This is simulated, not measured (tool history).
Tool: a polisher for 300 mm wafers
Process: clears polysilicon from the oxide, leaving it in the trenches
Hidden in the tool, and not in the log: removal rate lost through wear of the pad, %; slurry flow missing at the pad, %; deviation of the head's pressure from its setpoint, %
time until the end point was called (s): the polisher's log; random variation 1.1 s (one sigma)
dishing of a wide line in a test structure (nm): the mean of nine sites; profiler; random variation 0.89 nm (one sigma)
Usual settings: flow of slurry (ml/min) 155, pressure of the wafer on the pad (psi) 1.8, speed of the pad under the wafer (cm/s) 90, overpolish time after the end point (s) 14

run   hour  flow of slurry (ml/min)  pressure of the wafer on the pad (psi)  speed of the pad under the wafer (cm/s)  overpolish time after the end point (s)  wafers since the last listed run  wafers polished on this pad  hours since the slurry nozzle was cleaned  hours since the head pressure was calibrated  incoming thickness of the incoming film, nm  time until the end point was called (s)  dishing of a wide line in a test structure (nm)
  1    0.0                      155                                     1.8                                       90                                       14                                 0                          950                                      217.3                                         153.5                                        521.2                                     58.4                                             42.5
  2    8.6                      155                                     1.8                                       90                                       17                                94                         1045                                      225.9                                         162.1                                        521.8                                     55.8                                             45.0
  3   25.9                      155                                     1.8                                       90                                       20                               190                         1236                                      243.2                                         179.4                                        525.7                                     60.7                                             45.0
      32.9  -- slurry nozzle cleaned
  4   34.6                      155                                     1.8                                       90                                       20                                84                         1321                                        1.7                                         188.1                                        514.5                                     57.5                                             46.6
      45.6  -- worn pad replaced by a new one
  5   50.7                      155                                     1.8                                       90                                       12                               133                           56                                       17.8                                         204.2                                        520.6                                     57.6                                             41.1
  6   67.7                      155                                     1.8                                       90                                       12                               187                          243                                       34.8                                         221.2                                        513.7                                     59.8                                             41.9
  7   78.4                      175                                     1.8                                       98                                       14                               118                          361                                       45.5                                         231.9                                        512.0                                     53.0                                             43.1
  8   95.9                      175                                     1.8                                       98                                       14                               193                          554                                       63.0                                         249.4                                        525.2                                     55.4                                             44.3
  9  111.6                      155                                     1.5                                       64                                       14                               173                          728                                       78.7                                         265.1                                        507.9                                     85.7                                             38.1
 10  126.8                      155                                     1.5                                       64                                       14                               167                          895                                       93.9                                         280.3                                        510.8                                     83.2                                             38.6
     151.8  -- worn pad replaced by a new one
 11  163.5                      155                                     1.8                                       90                                       14                               360                          128                                      130.6                                         317.0                                        526.7                                     61.1                                             43.2
 12  178.1                      155                                     1.8                                       90                                       14                               161                          289                                      145.2                                         331.6                                        515.9                                     58.6                                             45.2
 13  194.6                      155                                     1.8                                       90                                       14                               182                          471                                      161.7                                         348.1                                        523.8                                     59.7                                             44.4
 14  211.2                      155                                     1.8                                       90                                       14                               183                          654                                      178.3                                         364.7                                        517.0                                     59.3                                             42.9
 15  229.1                      155                                     1.8                                       90                                       14                               197                          852                                      196.2                                         382.6                                        513.0                                     56.0                                             43.3
 16  237.9                      155                                     1.8                                       90                                       14                                97                          949                                      205.0                                         391.4                                        530.5                                     61.0                                             43.4
 17  262.4                      155                                     1.8                                       98                                        7                               270                         1219                                      229.5                                         415.9                                        526.1                                     54.0                                             35.1
     267.7  -- worn pad replaced by a new one
 18  279.5                      155                                     1.5                                       90                                       20                               144                          129                                      246.6                                         433.0                                        517.1                                     64.1                                             45.9
 19  297.3                      140                                     1.4                                       90                                       20                               196                          326                                      264.4                                         450.8                                        522.5                                     66.8                                             44.5
 20  314.8                      180                                     2.0                                       90                                       20                               193                          519                                      281.9                                         468.3                                        525.3                                     55.4                                             46.7
     316.0  -- slurry nozzle cleaned
     319.0  -- head pressure recalibrated
 21  322.4                      155                                     1.8                                       90                                       14                                50                          570                                        6.4                                           3.4                                        516.6                                     59.0                                             43.9
 22  329.2                      110                                     2.0                                       90                                       11                                75                          645                                       13.2                                          10.2                                        521.6                                     57.4                                             40.0
 23  337.0                      175                                     1.3                                       90                                       14                                86                          731                                       21.0                                          18.0                                        523.9                                     68.7                                             43.3
 24  361.5                      155                                     2.2                                      102                                       14                               270                         1001                                       45.5                                          42.5                                        516.6                                     44.8                                             45.5
 25  371.0                      155                                     1.8                                       90                                       14                               104                         1106                                       55.0                                          52.0                                        519.7                                     57.6                                             43.6
     400.6  -- worn pad replaced by a new one
 26  411.3                      155                                     1.8                                       90                                       14                               400                          118                                       95.3                                          92.3                                        520.3                                     56.8                                             44.2
 27  419.8                      155                                     1.8                                       90                                       14                                93                          211                                      103.8                                         100.8                                        522.2                                     58.8                                             42.5
 28  465.1                      110                                     2.2                                      120                                       19                               499                          711                                      149.1                                         146.1                                        516.4                                     42.6                                             45.5
 29  476.1                      155                                     1.8                                      116                                       19                               121                          832                                      160.1                                         157.1                                        531.1                                     47.4                                             47.5
 30  492.2                      155                                     1.4                                       90                                       14                               177                         1010                                      176.2                                         173.2                                        517.9                                     69.0                                             41.1
 31  502.7                      120                                     1.3                                       72                                       12                               115                         1126                                      186.7                                         183.7                                        518.0                                     90.2                                             37.6
 32  511.6                      155                                     1.4                                       90                                        8                                98                         1224                                      195.6                                         192.6                                        526.2                                     67.7                                             34.5
 33  525.0                      155                                     2.0                                       90                                        6                               147                         1372                                      209.0                                         206.0                                        529.3                                     54.5                                             32.9
 34  533.0                      155                                     2.0                                       70                                       14                                88                         1460                                      217.0                                         214.0                                        527.3                                     65.7                                             40.9
     538.2  -- worn pad replaced by a new one
     546.8  -- slurry nozzle cleaned
 35  557.2                      155                                     1.8                                       72                                       14                               211                          199                                       10.4                                         238.2                                        523.6                                     72.0                                             41.2
 36  567.0                      155                                     1.8                                       90                                        7                               108                          307                                       20.2                                         248.0                                        513.0                                     57.7                                             34.0

The tool's hidden state at each run:
removal rate lost through wear of the pad, %: 0 in every run
slurry flow missing at the pad, %: 0 in every run
deviation of the head's pressure from its setpoint, %: 0 in every run
